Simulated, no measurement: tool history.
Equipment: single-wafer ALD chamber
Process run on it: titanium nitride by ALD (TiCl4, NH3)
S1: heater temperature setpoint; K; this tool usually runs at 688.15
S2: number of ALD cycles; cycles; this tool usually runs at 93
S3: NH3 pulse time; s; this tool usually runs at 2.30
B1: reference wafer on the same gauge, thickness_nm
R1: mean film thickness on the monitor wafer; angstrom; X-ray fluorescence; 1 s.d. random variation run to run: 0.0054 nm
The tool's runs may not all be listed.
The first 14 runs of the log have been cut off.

run	hour	S1	S2	S3	B1	R1
15	185.5	688.15	93	2.30	1.780	21.58
# hour 194.6: thermocouple changed; heater temperature recalibrated
16	203.4	688.15	93	2.30	1.780	21.68
17	218.3	679.15	81	2.06	1.780	18.64
18	234.0	688.15	93	2.30	1.781	21.61
19	248.2	678.15	76	2.56	1.780	17.70
# hour 270.3: gauge calibrated
20	271.8	702.15	93	1.82	1.781	21.61
21	298.5	699.15	86	3.17	1.780	20.16
# hour 306.6: showerhead replaced
22	307.1	695.15	104	2.90	1.781	24.44
23	320.1	702.15	108	1.71	1.779	25.03
24	335.3	688.15	111	2.79	1.780	26.11
25	352.8	688.15	93	3.19	1.780	21.84
26	362.4	674.15	102	1.86	1.779	23.35
27	371.1	678.15	76	2.56	1.781	17.69
28	380.7	688.15	93	2.87	1.778	21.75
29	394.2	688.15	84	2.30	1.779	19.49
30	406.5	684.15	93	2.30	1.781	21.49
31	419.3	682.15	75	2.30	1.779	17.36
32	427.6	688.15	93	2.30	1.779	21.69
33	436.7	688.15	93	2.30	1.780	21.65
34	445.8	688.15	109	2.30	1.780	25.29
35	459.7	694.15	80	2.30	1.780	18.62
36	466.9	688.15	93	1.86	1.780	21.40
37	474.9	688.15	78	1.64	1.780	17.91
38	482.9	701.15	78	1.69	1.780	18.02
39	498.6	676.15	93	2.30	1.780	21.59

Branching from run 39: 5 alternative next runs. What would each branch give?
A	499.2	688.15	93	2.30	?	?
B	499.2	675.15	93	2.95	?	?
C	499.2	699.15	84	3.03	?	?
D	499.2	694.15	93	2.30	?	?
E	499.2	688.15	106	2.30	?	?

run	B1	R1
A	1.781	21.64
B	1.781	21.77
C	1.781	19.74
D	1.781	21.68
E	1.781	24.67
Take away the tool's hidden state, keep each run's random variation, and the runs would have read:
run	R1
A	21.64
B	21.77
C	19.74
D	21.68
E	24.67

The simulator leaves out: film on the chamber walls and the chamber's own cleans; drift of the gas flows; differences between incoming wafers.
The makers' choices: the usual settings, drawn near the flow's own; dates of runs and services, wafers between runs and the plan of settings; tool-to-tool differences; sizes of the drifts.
